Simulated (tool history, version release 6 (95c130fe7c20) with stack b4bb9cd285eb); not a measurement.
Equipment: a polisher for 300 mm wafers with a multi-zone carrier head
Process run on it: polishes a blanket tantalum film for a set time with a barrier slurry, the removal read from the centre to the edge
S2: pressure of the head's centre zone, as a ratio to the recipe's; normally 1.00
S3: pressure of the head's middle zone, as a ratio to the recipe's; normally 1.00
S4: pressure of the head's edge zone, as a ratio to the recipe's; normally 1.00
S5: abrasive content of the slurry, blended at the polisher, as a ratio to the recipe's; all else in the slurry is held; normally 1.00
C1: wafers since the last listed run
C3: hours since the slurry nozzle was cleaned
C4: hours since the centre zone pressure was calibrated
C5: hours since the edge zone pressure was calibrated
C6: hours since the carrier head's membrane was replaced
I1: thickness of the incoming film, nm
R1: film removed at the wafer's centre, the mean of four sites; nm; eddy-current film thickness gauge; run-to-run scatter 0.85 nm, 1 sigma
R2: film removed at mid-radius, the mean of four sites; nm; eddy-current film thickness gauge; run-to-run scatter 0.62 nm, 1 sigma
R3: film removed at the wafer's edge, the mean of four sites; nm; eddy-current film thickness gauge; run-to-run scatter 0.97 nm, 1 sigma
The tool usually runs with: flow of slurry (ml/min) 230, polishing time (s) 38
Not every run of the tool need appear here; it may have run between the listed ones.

Run 1, hour 0.0: usual settings but S3 1.06; C1 0; wafers polished on this pad 155; C3 395.4; C4 461.3; C5 676.5; C6 725.8; I1 212.1. Result: R1 69.2 nm, R2 69.9 nm, R3 66.7 nm.
At hour 27.2: carrier head's membrane replaced by a new one.
Run 2, hour 82.2: usual settings but S3 1.06; C1 578; wafers polished on this pad 733; C3 477.6; C4 543.5; C5 758.7; C6 55.0; I1 209.5. Result: R1 66.0 nm, R2 69.1 nm, R3 64.1 nm.
At hour 135.7: slurry nozzle cleaned.
Run 3, hour 188.3: usual settings; C1 787; wafers polished on this pad 1520; C3 52.6; C4 649.6; C5 864.8; C6 161.1; I1 214.2. Result: R1 67.0 nm, R2 65.1 nm, R3 64.5 nm.
Run 4, hour 251.4: usual settings; C1 472; wafers polished on this pad 1993; C3 115.7; C4 712.7; C5 927.9; C6 224.2; I1 206.5. Result: R1 64.7 nm, R2 64.6 nm, R3 62.6 nm.
At hour 312.3: centre zone pressure recalibrated.
Run 5, hour 337.0: usual settings but flow of slurry (ml/min) 170, S4 0.93; C1 626; wafers polished on this pad 2619; C3 201.3; C4 24.7; C5 1013.5; C6 309.8; I1 208.9. Result: R1 60.5 nm, R2 59.9 nm, R3 57.2 nm.
Run 6, hour 414.9: usual settings; C1 583; wafers polished on this pad 3202; C3 279.2; C4 102.6; C5 1091.4; C6 387.7; I1 211.1. Result: R1 63.7 nm, R2 62.4 nm, R3 60.7 nm.
At hour 439.2: worn pad replaced by a new one.
Run 7, hour 455.2: usual settings; C1 271; wafers polished on this pad 119; C3 319.5; C4 142.9; C5 1131.7; C6 428.0; I1 209.0. Result: R1 67.9 nm, R2 68.4 nm, R3 67.9 nm.
Run 8, hour 499.9: usual settings; C1 334; wafers polished on this pad 454; C3 364.2; C4 187.6; C5 1176.4; C6 472.7; I1 209.5. Result: R1 68.7 nm, R2 66.4 nm, R3 65.9 nm.
Run 9, hour 564.8: usual settings but S3 1.05, S4 0.94; C1 486; wafers polished on this pad 940; C3 429.1; C4 252.5; C5 1241.3; C6 537.6; I1 209.5. Result: R1 68.3 nm, R2 68.3 nm, R3 63.5 nm.
At hour 624.1: carrier head's membrane replaced by a new one.
Run 10, hour 633.4: usual settings but flow of slurry (ml/min) 210; C1 476; wafers polished on this pad 1416; C3 497.7; C4 321.1; C5 1309.9; C6 9.3; I1 209.7. Result: R1 65.2 nm, R2 65.1 nm, R3 62.9 nm.
At hour 637.1: slurry nozzle cleaned.
Run 11, hour 681.3: usual settings but S2 0.93, S4 1.03; C1 351; wafers polished on this pad 1768; C3 44.2; C4 369.0; C5 1357.8; C6 57.2; I1 208.6. Result: R1 62.5 nm, R2 64.7 nm, R3 65.0 nm.
Run 12, hour 773.7: usual settings but flow of slurry (ml/min) 185, S2 0.95, S4 0.95; C1 692; wafers polished on this pad 2460; C3 136.6; C4 461.4; C5 1450.2; C6 149.6; I1 210.4. Result: R1 60.5 nm, R2 61.9 nm, R3 59.9 nm.
At hour 815.1: edge zone pressure recalibrated.
Run 13, hour 833.2: usual settings but S5 0.85; C1 430; wafers polished on this pad 2890; C3 196.1; C4 520.9; C5 18.1; C6 209.1; I1 212.2. Result: R1 60.9 nm, R2 59.7 nm, R3 58.0 nm.
Run 14, hour 896.1: usual settings but S2 1.06, S3 1.09, S5 0.85, polishing time (s) 31; C1 471; wafers polished on this pad 3362; C3 259.0; C4 583.8; C5 81.0; C6 272.0; I1 208.2. Result: R1 52.1 nm, R2 50.8 nm, R3 48.5 nm.
At hour 982.0: worn pad replaced by a new one.
Run 15, hour 1166.9: usual settings but S3 0.90; C1 1998; wafers polished on this pad 1384; C3 529.8; C4 854.6; C5 351.8; C6 542.8; I1 212.0. Result: R1 66.4 nm, R2 61.1 nm, R3 67.1 nm.
At hour 1169.1: centre zone pressure recalibrated.
At hour 1184.8: slurry nozzle cleaned.
Run 16, hour 1230.5: usual settings but S2 0.97, S4 1.05; C1 453; wafers polished on this pad 1838; C3 45.7; C4 61.4; C5 415.4; C6 606.4; I1 206.6. Result: R1 63.5 nm, R2 65.2 nm, R3 64.9 nm.
At hour 1310.2: carrier head's membrane replaced by a new one.
Run 17, hour 1315.4: usual settings but S2 0.93; C1 598; wafers polished on this pad 2437; C3 130.6; C4 146.3; C5 500.3; C6 5.2; I1 211.9. Result: R1 61.7 nm, R2 63.4 nm, R3 63.2 nm.
At hour 1394.8: worn pad replaced by a new one.
Run 18, hour 1395.5: usual settings but S2 0.91; C1 569; wafers polished on this pad 4; C3 210.7; C4 226.4; C5 580.4; C6 85.3; I1 212.1. Result: R1 63.3 nm, R2 68.8 nm, R3 67.3 nm.
Run 19, hour 1477.3: usual settings but S2 1.07, polishing time (s) 46; C1 612; wafers polished on this pad 617; C3 292.5; C4 308.2; C5 662.2; C6 167.1; I1 209.5. Result: R1 89.2 nm, R2 81.3 nm, R3 78.8 nm.
Run 20, hour 1564.5: usual settings but S4 1.09, S5 1.10; C1 653; wafers polished on this pad 1270; C3 379.7; C4 395.4; C5 749.4; C6 254.3; I1 210.2. Result: R1 68.6 nm, R2 68.8 nm, R3 70.1 nm.
Run 21, hour 1602.9: usual settings but flow of slurry (ml/min) 175, S2 1.10, S3 1.09, polishing time (s) 50; C1 287; wafers polished on this pad 1558; C3 418.1; C4 433.8; C5 787.8; C6 292.7; I1 210.1. Result: R1 89.7 nm, R2 88.0 nm, R3 82.1 nm.

Alternative continuations, all from the tool just after run 21; predict every row:
Run A, hour 1603.3: usual settings but S5 1.25; C1 2; wafers polished on this pad 1561; C3 418.5; C4 434.2; C5 788.2; C6 293.1; I1 210.9. Result: R1 ?, R2 ?, R3 ?.
Run B, hour 1603.3: usual settings but S4 1.07, polishing time (s) 32; C1 2; wafers polished on this pad 1561; C3 418.5; C4 434.2; C5 788.2; C6 293.1; I1 210.9. Result: R1 ?, R2 ?, R3 ?.
Run C, hour 1603.3: usual settings but flow of slurry (ml/min) 200, S2 1.09, S5 1.15; C1 2; wafers polished on this pad 1561; C3 418.5; C4 434.2; C5 788.2; C6 293.1; I1 210.9. Result: R1 ?, R2 ?, R3 ?.
Run D, hour 1603.3: usual settings but flow of slurry (ml/min) 165; C1 2; wafers polished on this pad 1561; C3 418.5; C4 434.2; C5 788.2; C6 293.1; I1 210.9. Result: R1 ?, R2 ?, R3 ?.

run    R1    R2    R3
  A  69.0  68.7  68.4
  B  55.0  54.7  56.3
  C  71.4  65.9  66.0
  D  61.5  61.5  62.2
Take away the tool's hidden state, keep each run's random variation, and the runs would have read:
run    R1    R2    R3
  A  72.3  71.9  71.6
  B  57.6  57.3  59.0
  C  74.7  69.0  69.1
  D  64.4  64.4  65.1

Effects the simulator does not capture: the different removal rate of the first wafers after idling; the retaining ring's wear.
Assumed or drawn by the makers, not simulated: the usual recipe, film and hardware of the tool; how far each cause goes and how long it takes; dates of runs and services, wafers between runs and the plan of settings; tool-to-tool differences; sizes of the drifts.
